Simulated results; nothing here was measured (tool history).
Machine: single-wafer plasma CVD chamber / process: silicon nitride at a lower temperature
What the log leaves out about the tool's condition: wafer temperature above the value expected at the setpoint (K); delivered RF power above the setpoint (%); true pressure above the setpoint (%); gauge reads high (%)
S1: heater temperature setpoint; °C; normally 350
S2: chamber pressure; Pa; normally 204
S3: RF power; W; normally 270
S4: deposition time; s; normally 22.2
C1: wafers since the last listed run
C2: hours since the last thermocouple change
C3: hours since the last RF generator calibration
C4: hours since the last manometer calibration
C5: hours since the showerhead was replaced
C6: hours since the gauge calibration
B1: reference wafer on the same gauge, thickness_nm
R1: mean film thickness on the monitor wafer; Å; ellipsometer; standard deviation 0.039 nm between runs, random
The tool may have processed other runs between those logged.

| run | hour | S1 | S2 | S3 | S4 | C1 | C2 | C3 | C4 | C5 | C6 | B1 | R1 |
|---|---|---|---|---|---|---|---|---|---|---|---|---|---|
| 1 | 0 | 350 | 204 | 270 | 22.2 | 0 | 1458.5 | 1348.8 | 2304.2 | 2404.6 | 588.3 | 30.698 | 259.07 |
| 2 | 28.5 | 350 | 204 | 270 | 22.2 | 1029 | 1487 | 1377.3 | 2332.7 | 2433.1 | 616.8 | 30.704 | 258.81 |
| 3 | 68.7 | 350 | 204 | 270 | 22.2 | 1452 | 1527.2 | 1417.5 | 2372.9 | 2473.3 | 657 | 30.706 | 258.09 |
| 4 | 135.7 | 350 | 204 | 270 | 22.2 | 2421 | 1594.2 | 1484.5 | 2439.9 | 2540.3 | 724 | 30.699 | 258.44 |
| 5 | 174.2 | 350 | 204 | 270 | 22.2 | 1391 | 1632.7 | 1523 | 2478.4 | 2578.8 | 762.5 | 30.703 | 258.53 |
| 6 | 200 | 350 | 204 | 270 | 22.2 | 932 | 1658.5 | 1548.8 | 2504.2 | 2604.6 | 788.3 | 30.695 | 258.48 |
| 7 | 234.5 | 350 | 204 | 270 | 22.2 | 1246 | 1693 | 1583.3 | 2538.7 | 2639.1 | 822.8 | 30.701 | 258.79 |
| 8 | 267.1 | 350 | 220 | 270 | 22.2 | 1178 | 1725.6 | 1615.9 | 2571.3 | 2671.7 | 855.4 | 30.692 | 262.72 |
|  | 308 | showerhead replaced |
| 9 | 332.6 | 350 | 220 | 270 | 22.2 | 2077 | 1791.1 | 1681.4 | 2636.8 | 24.6 | 920.9 | 30.707 | 262.62 |
| 10 | 368.6 | 350 | 227 | 305 | 22.2 | 1300 | 1827.1 | 1717.4 | 2672.8 | 60.6 | 956.9 | 30.696 | 295.85 |
|  | 438.2 | capacitance manometer re-zeroed and calibrated |
|  | 463 | RF generator calibrated |
|  | 476.8 | thermocouple changed; heater temperature recalibrated |
|  | 518.7 | gauge calibrated |
| 11 | 558.1 | 350 | 204 | 220 | 22.2 | 5980 | 81.3 | 95.1 | 119.9 | 250.1 | 39.4 | 30.701 | 207.36 |
| 12 | 584.1 | 350 | 204 | 270 | 22.2 | 939 | 107.3 | 121.1 | 145.9 | 276.1 | 65.4 | 30.696 | 257.14 |
| 13 | 612.5 | 359 | 204 | 270 | 24.4 | 1026 | 135.7 | 149.5 | 174.3 | 304.5 | 93.8 | 30.707 | 282.37 |
| 14 | 660.7 | 350 | 167 | 270 | 18.7 | 1741 | 183.9 | 197.7 | 222.5 | 352.7 | 142 | 30.702 | 207.48 |
| 15 | 715.1 | 350 | 204 | 270 | 22.2 | 1965 | 238.3 | 252.1 | 276.9 | 407.1 | 196.4 | 30.702 | 258.39 |
| 16 | 772.6 | 350 | 248 | 315 | 23.9 | 2077 | 295.8 | 309.6 | 334.4 | 464.6 | 253.9 | 30.703 | 334.77 |
| 17 | 814.2 | 344 | 164 | 245 | 20.3 | 1503 | 337.4 | 351.2 | 376 | 506.2 | 295.5 | 30.694 | 203.96 |
| 18 | 869.5 | 350 | 204 | 270 | 22.2 | 1998 | 392.7 | 406.5 | 431.3 | 561.5 | 350.8 | 30.71 | 257.7 |
| 19 | 901.7 | 350 | 204 | 270 | 22.2 | 1163 | 424.9 | 438.7 | 463.5 | 593.7 | 383 | 30.703 | 257.95 |
| 20 | 953.4 | 344 | 168 | 310 | 23.4 | 1868 | 476.6 | 490.4 | 515.2 | 645.4 | 434.7 | 30.705 | 295.37 |

Branching from run 20: 4 alternative next runs. What would each branch give?
| A | 953.8 | 350 | 204 | 270 | 22.2 | 14 | 477 | 490.8 | 515.6 | 645.8 | 435.1 | ? | ? |
| B | 953.8 | 340 | 204 | 270 | 22.2 | 14 | 477 | 490.8 | 515.6 | 645.8 | 435.1 | ? | ? |
| C | 953.8 | 350 | 204 | 285 | 22.2 | 14 | 477 | 490.8 | 515.6 | 645.8 | 435.1 | ? | ? |
| D | 953.8 | 355 | 204 | 270 | 24.6 | 14 | 477 | 490.8 | 515.6 | 645.8 | 435.1 | ? | ? |

| run | B1 | R1 |
|---|---|---|
| A | 30.697 | 258.14 |
| B | 30.697 | 258.99 |
| C | 30.697 | 271.67 |
| D | 30.697 | 285.5 |
Without the tool's unlogged condition, the same runs would have read:
| run | R1 |
|---|---|
| A | 257.72 |
| B | 258.56 |
| C | 271.18 |
| D | 285.03 |
